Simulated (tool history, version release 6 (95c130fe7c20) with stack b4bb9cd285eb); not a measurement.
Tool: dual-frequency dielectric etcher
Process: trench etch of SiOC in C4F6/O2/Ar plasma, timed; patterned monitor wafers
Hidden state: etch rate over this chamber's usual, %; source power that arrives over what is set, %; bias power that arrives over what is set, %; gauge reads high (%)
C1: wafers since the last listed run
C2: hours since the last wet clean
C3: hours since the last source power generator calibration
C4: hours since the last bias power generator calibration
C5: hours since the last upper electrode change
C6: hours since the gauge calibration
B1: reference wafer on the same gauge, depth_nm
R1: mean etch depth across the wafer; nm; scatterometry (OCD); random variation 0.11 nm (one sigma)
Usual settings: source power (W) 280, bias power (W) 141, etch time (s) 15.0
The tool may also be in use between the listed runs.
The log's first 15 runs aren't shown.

{"run": 16, "hour": 256.5, "source power (W)": 280, "bias power (W)": 160, "etch time (s)": 18.5, "C1": 79, "C2": 183.5, "C3": 13.0, "C4": 244.0, "C5": 52.9, "C6": 85.4, "B1": 27.81, "R1": 30.21}
{"run": 17, "hour": 272.9, "source power (W)": 280, "bias power (W)": 173, "etch time (s)": 11.0, "C1": 144, "C2": 199.9, "C3": 29.4, "C4": 260.4, "C5": 69.3, "C6": 101.8, "B1": 27.84, "R1": 18.1}
{"run": 18, "hour": 287.9, "source power (W)": 250, "bias power (W)": 162, "etch time (s)": 15.0, "C1": 131, "C2": 214.9, "C3": 44.4, "C4": 275.4, "C5": 84.3, "C6": 116.8, "B1": 27.79, "R1": 23.71}
{"run": 19, "hour": 301.8, "source power (W)": 320, "bias power (W)": 125, "etch time (s)": 15.0, "C1": 122, "C2": 228.8, "C3": 58.3, "C4": 289.3, "C5": 98.2, "C6": 130.7, "B1": 27.77, "R1": 25.1}
{"run": 20, "hour": 313.5, "source power (W)": 280, "bias power (W)": 116, "etch time (s)": 15.0, "C1": 102, "C2": 240.5, "C3": 70.0, "C4": 301.0, "C5": 109.9, "C6": 142.4, "B1": 27.81, "R1": 23.41}
{"run": 21, "hour": 326.0, "source power (W)": 280, "bias power (W)": 115, "etch time (s)": 11.5, "C1": 109, "C2": 253.0, "C3": 82.5, "C4": 313.5, "C5": 122.4, "C6": 154.9, "B1": 27.78, "R1": 17.96}
{"run": 22, "hour": 333.2, "source power (W)": 260, "bias power (W)": 141, "etch time (s)": 12.0, "C1": 63, "C2": 260.2, "C3": 89.7, "C4": 320.7, "C5": 129.6, "C6": 162.1, "B1": 27.76, "R1": 18.98}
{"run": 23, "hour": 340.2, "source power (W)": 280, "bias power (W)": 141, "etch time (s)": 15.0, "C1": 61, "C2": 267.2, "C3": 96.7, "C4": 327.7, "C5": 136.6, "C6": 169.1, "B1": 27.84, "R1": 24.42}
{"run": 24, "hour": 358.2, "source power (W)": 280, "bias power (W)": 141, "etch time (s)": 15.0, "C1": 158, "C2": 285.2, "C3": 114.7, "C4": 345.7, "C5": 154.6, "C6": 187.1, "B1": 27.79, "R1": 24.38}
{"run": 25, "hour": 368.3, "source power (W)": 300, "bias power (W)": 141, "etch time (s)": 18.0, "C1": 88, "C2": 295.3, "C3": 124.8, "C4": 355.8, "C5": 164.7, "C6": 197.2, "B1": 27.8, "R1": 29.95}
{"run": 26, "hour": 384.9, "source power (W)": 280, "bias power (W)": 141, "etch time (s)": 18.0, "C1": 146, "C2": 311.9, "C3": 141.4, "C4": 372.4, "C5": 181.3, "C6": 213.8, "B1": 27.79, "R1": 29.32}
{"run": 27, "hour": 395.9, "source power (W)": 280, "bias power (W)": 141, "etch time (s)": 15.0, "C1": 96, "C2": 322.9, "C3": 152.4, "C4": 383.4, "C5": 192.3, "C6": 224.8, "B1": 27.81, "R1": 24.31}
{"run": 28, "hour": 407.8, "source power (W)": 280, "bias power (W)": 141, "etch time (s)": 15.0, "C1": 104, "C2": 334.8, "C3": 164.3, "C4": 395.3, "C5": 204.2, "C6": 236.7, "B1": 27.81, "R1": 24.48}
{"run": 29, "hour": 416.6, "source power (W)": 340, "bias power (W)": 174, "etch time (s)": 18.0, "C1": 77, "C2": 343.6, "C3": 173.1, "C4": 404.1, "C5": 213.0, "C6": 245.5, "B1": 27.8, "R1": 32.88}
{"run": 30, "hour": 425.3, "source power (W)": 280, "bias power (W)": 161, "etch time (s)": 13.5, "C1": 76, "C2": 352.3, "C3": 181.8, "C4": 412.8, "C5": 221.7, "C6": 254.2, "B1": 27.81, "R1": 22.68}
{"hour": 459.2, "done": "wet clean of the chamber"}
{"run": 31, "hour": 459.7, "source power (W)": 250, "bias power (W)": 127, "etch time (s)": 19.5, "C1": 91, "C2": 0.5, "C3": 216.2, "C4": 447.2, "C5": 256.1, "C6": 288.6, "B1": 27.76, "R1": 28.88}

Forecast each of these 3 alternatives for the next run:
{"run": "A", "hour": 460.1, "source power (W)": 280, "bias power (W)": 141, "etch time (s)": 15.0, "C1": 3, "C2": 0.9, "C3": 216.6, "C4": 447.6, "C5": 256.5, "C6": 289.0, "B1": "?", "R1": "?"}
{"run": "B", "hour": 460.1, "source power (W)": 260, "bias power (W)": 126, "etch time (s)": 11.0, "C1": 3, "C2": 0.9, "C3": 216.6, "C4": 447.6, "C5": 256.5, "C6": 289.0, "B1": "?", "R1": "?"}
{"run": "C", "hour": 460.1, "source power (W)": 280, "bias power (W)": 168, "etch time (s)": 15.0, "C1": 3, "C2": 0.9, "C3": 216.6, "C4": 447.6, "C5": 256.5, "C6": 289.0, "B1": "?", "R1": "?"}

run=A B1=27.78 R1=23.76
run=B B1=27.78 R1=16.63
run=C B1=27.78 R1=24.47
Without the tool's hidden state the same runs would have given:
run=A R1=23.44
run=B R1=16.41
run=C R1=24.14
